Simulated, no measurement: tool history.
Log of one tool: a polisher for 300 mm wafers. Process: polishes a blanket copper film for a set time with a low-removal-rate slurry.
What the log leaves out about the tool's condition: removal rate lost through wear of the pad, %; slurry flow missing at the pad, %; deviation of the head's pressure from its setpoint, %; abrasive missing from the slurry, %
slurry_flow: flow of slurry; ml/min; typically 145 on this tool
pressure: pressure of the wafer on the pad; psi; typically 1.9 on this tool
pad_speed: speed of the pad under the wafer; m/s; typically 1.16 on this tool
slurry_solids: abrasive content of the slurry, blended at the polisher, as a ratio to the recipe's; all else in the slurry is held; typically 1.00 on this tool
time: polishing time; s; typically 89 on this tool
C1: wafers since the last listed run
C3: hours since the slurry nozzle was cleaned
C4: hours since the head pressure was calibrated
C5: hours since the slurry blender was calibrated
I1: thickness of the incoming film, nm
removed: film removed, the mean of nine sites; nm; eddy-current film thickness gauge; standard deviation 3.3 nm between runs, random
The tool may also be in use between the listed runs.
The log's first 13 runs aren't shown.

{"run": 14, "hour": 633.3, "slurry_flow": 145, "pressure": 1.6, "pad_speed": 1.16, "slurry_solids": 1.0, "time": 89, "C1": 248, "wafers polished on this pad": 1708, "C3": 293.7, "C4": 505.7, "C5": 306.8, "I1": 890.7, "removed": 197.4}
{"run": 15, "hour": 695.5, "slurry_flow": 145, "pressure": 1.9, "pad_speed": 1.16, "slurry_solids": 1.0, "time": 89, "C1": 419, "wafers polished on this pad": 2127, "C3": 355.9, "C4": 567.9, "C5": 369.0, "I1": 885.5, "removed": 234.8}
{"run": 16, "hour": 721.7, "slurry_flow": 145, "pressure": 2.6, "pad_speed": 1.16, "slurry_solids": 0.85, "time": 89, "C1": 176, "wafers polished on this pad": 2304, "C3": 382.1, "C4": 594.1, "C5": 395.2, "I1": 874.0, "removed": 297.8}
{"run": 17, "hour": 765.0, "slurry_flow": 110, "pressure": 1.9, "pad_speed": 1.16, "slurry_solids": 1.25, "time": 67, "C1": 291, "wafers polished on this pad": 2596, "C3": 425.4, "C4": 637.4, "C5": 438.5, "I1": 875.4, "removed": 187.2}
{"hour": 782.1, "done": "worn pad replaced by a new one"}
{"run": 18, "hour": 822.2, "slurry_flow": 145, "pressure": 1.9, "pad_speed": 1.16, "slurry_solids": 1.0, "time": 89, "C1": 358, "wafers polished on this pad": 270, "C3": 482.6, "C4": 694.6, "C5": 495.7, "I1": 891.2, "removed": 235.0}
{"run": 19, "hour": 863.6, "slurry_flow": 145, "pressure": 1.9, "pad_speed": 1.16, "slurry_solids": 1.0, "time": 89, "C1": 279, "wafers polished on this pad": 549, "C3": 524.0, "C4": 736.0, "C5": 537.1, "I1": 886.7, "removed": 236.5}
{"hour": 872.5, "done": "slurry blender recalibrated"}
{"run": 20, "hour": 923.9, "slurry_flow": 145, "pressure": 1.3, "pad_speed": 1.16, "slurry_solids": 1.0, "time": 89, "C1": 393, "wafers polished on this pad": 942, "C3": 584.3, "C4": 796.3, "C5": 51.4, "I1": 875.9, "removed": 160.3}
{"run": 21, "hour": 987.0, "slurry_flow": 125, "pressure": 2.6, "pad_speed": 1.16, "slurry_solids": 1.0, "time": 68, "C1": 425, "wafers polished on this pad": 1368, "C3": 647.4, "C4": 859.4, "C5": 114.5, "I1": 889.2, "removed": 243.4}
{"run": 22, "hour": 1042.6, "slurry_flow": 130, "pressure": 1.9, "pad_speed": 1.16, "slurry_solids": 1.0, "time": 89, "C1": 374, "wafers polished on this pad": 1743, "C3": 703.0, "C4": 915.0, "C5": 170.1, "I1": 879.1, "removed": 237.7}
{"run": 23, "hour": 1103.6, "slurry_flow": 175, "pressure": 1.9, "pad_speed": 1.3, "slurry_solids": 1.0, "time": 89, "C1": 411, "wafers polished on this pad": 2154, "C3": 764.0, "C4": 976.0, "C5": 231.1, "I1": 889.7, "removed": 283.2}
{"run": 24, "hour": 1129.9, "slurry_flow": 105, "pressure": 1.9, "pad_speed": 1.16, "slurry_solids": 1.0, "time": 106, "C1": 177, "wafers polished on this pad": 2331, "C3": 790.3, "C4": 1002.3, "C5": 257.4, "I1": 861.3, "removed": 274.4}
{"hour": 1179.7, "done": "slurry nozzle cleaned"}
{"run": 25, "hour": 1181.6, "slurry_flow": 100, "pressure": 1.9, "pad_speed": 1.16, "slurry_solids": 1.0, "time": 89, "C1": 341, "wafers polished on this pad": 2673, "C3": 1.9, "C4": 1054.0, "C5": 309.1, "I1": 879.8, "removed": 233.0}
{"hour": 1205.7, "done": "worn pad replaced by a new one"}
{"run": 26, "hour": 1233.7, "slurry_flow": 125, "pressure": 1.9, "pad_speed": 1.16, "slurry_solids": 1.0, "time": 89, "C1": 324, "wafers polished on this pad": 188, "C3": 54.0, "C4": 1106.1, "C5": 361.2, "I1": 870.8, "removed": 244.6}
{"run": 27, "hour": 1304.0, "slurry_flow": 145, "pressure": 1.9, "pad_speed": 1.16, "slurry_solids": 1.3, "time": 89, "C1": 474, "wafers polished on this pad": 662, "C3": 124.3, "C4": 1176.4, "C5": 431.5, "I1": 869.8, "removed": 269.1}
{"run": 28, "hour": 1345.3, "slurry_flow": 145, "pressure": 1.9, "pad_speed": 1.16, "slurry_solids": 1.0, "time": 99, "C1": 278, "wafers polished on this pad": 941, "C3": 165.6, "C4": 1217.7, "C5": 472.8, "I1": 882.4, "removed": 275.9}
{"hour": 1371.1, "done": "slurry blender recalibrated"}
{"run": 29, "hour": 1394.7, "slurry_flow": 145, "pressure": 1.9, "pad_speed": 1.16, "slurry_solids": 1.15, "time": 113, "C1": 319, "wafers polished on this pad": 1260, "C3": 215.0, "C4": 1267.1, "C5": 23.6, "I1": 882.5, "removed": 328.3}
{"run": 30, "hour": 1432.3, "slurry_flow": 145, "pressure": 1.9, "pad_speed": 1.16, "slurry_solids": 1.0, "time": 108, "C1": 253, "wafers polished on this pad": 1514, "C3": 252.6, "C4": 1304.7, "C5": 61.2, "I1": 878.9, "removed": 299.9}

Forecast each of these 4 alternatives for the next run:
{"run": "A", "hour": 1432.8, "slurry_flow": 145, "pressure": 1.9, "pad_speed": 1.16, "slurry_solids": 1.0, "time": 89, "C1": 3, "wafers polished on this pad": 1517, "C3": 253.1, "C4": 1305.2, "C5": 61.7, "I1": 887.3, "removed": "?"}
{"run": "B", "hour": 1432.8, "slurry_flow": 185, "pressure": 2.6, "pad_speed": 0.78, "slurry_solids": 1.25, "time": 89, "C1": 3, "wafers polished on this pad": 1517, "C3": 253.1, "C4": 1305.2, "C5": 61.7, "I1": 887.3, "removed": "?"}
{"run": "C", "hour": 1432.8, "slurry_flow": 165, "pressure": 1.9, "pad_speed": 0.94, "slurry_solids": 1.0, "time": 61, "C1": 3, "wafers polished on this pad": 1517, "C3": 253.1, "C4": 1305.2, "C5": 61.7, "I1": 887.3, "removed": "?"}
{"run": "D", "hour": 1432.8, "slurry_flow": 115, "pressure": 1.6, "pad_speed": 1.16, "slurry_solids": 1.3, "time": 89, "C1": 3, "wafers polished on this pad": 1517, "C3": 253.1, "C4": 1305.2, "C5": 61.7, "I1": 887.3, "removed": "?"}

run=A removed=245.5
run=B removed=275.3
run=C removed=145.0
run=D removed=217.7
With the hidden condition removed and each run's random variation left untouched, the same runs would have given:
run=A removed=220.6
run=B removed=247.4
run=C removed=130.3
run=D removed=195.6
